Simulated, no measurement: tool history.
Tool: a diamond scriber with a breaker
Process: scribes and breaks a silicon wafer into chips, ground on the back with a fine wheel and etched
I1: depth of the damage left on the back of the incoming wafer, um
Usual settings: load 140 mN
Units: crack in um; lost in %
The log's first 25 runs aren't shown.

{"run": 26, "hour": 1681.0, "load": 129, "I1": 0.76, "crack": 12.35, "lost": 1.62}
{"run": 27, "hour": 1732.3, "load": 140, "I1": 0.77, "crack": 13.44, "lost": 1.19}
{"run": 28, "hour": 1757.2, "load": 162, "I1": 0.49, "crack": 14.67, "lost": 3.33}
{"run": 29, "hour": 1791.6, "load": 122, "I1": 0.48, "crack": 12.17, "lost": 2.24}
{"run": 30, "hour": 1827.4, "load": 140, "I1": 0.39, "crack": 13.39, "lost": 1.31}
{"run": 31, "hour": 1855.6, "load": 117, "I1": 0.52, "crack": 11.7, "lost": 2.74}
{"run": 32, "hour": 1911.6, "load": 128, "I1": 0.71, "crack": 12.68, "lost": 1.32}
{"run": 33, "hour": 1983.4, "load": 180, "I1": 0.61, "crack": 15.56, "lost": 7.42}

Forecast run 34:
{"run": 34, "hour": 2033.1, "load": 140, "I1": 0.71, "crack": "?", "lost": "?"}

crack: 13.34 um
lost: 1.17 %
Without the tool's hidden state the same run would have given crack 13.02 um, lost 1.07 %.
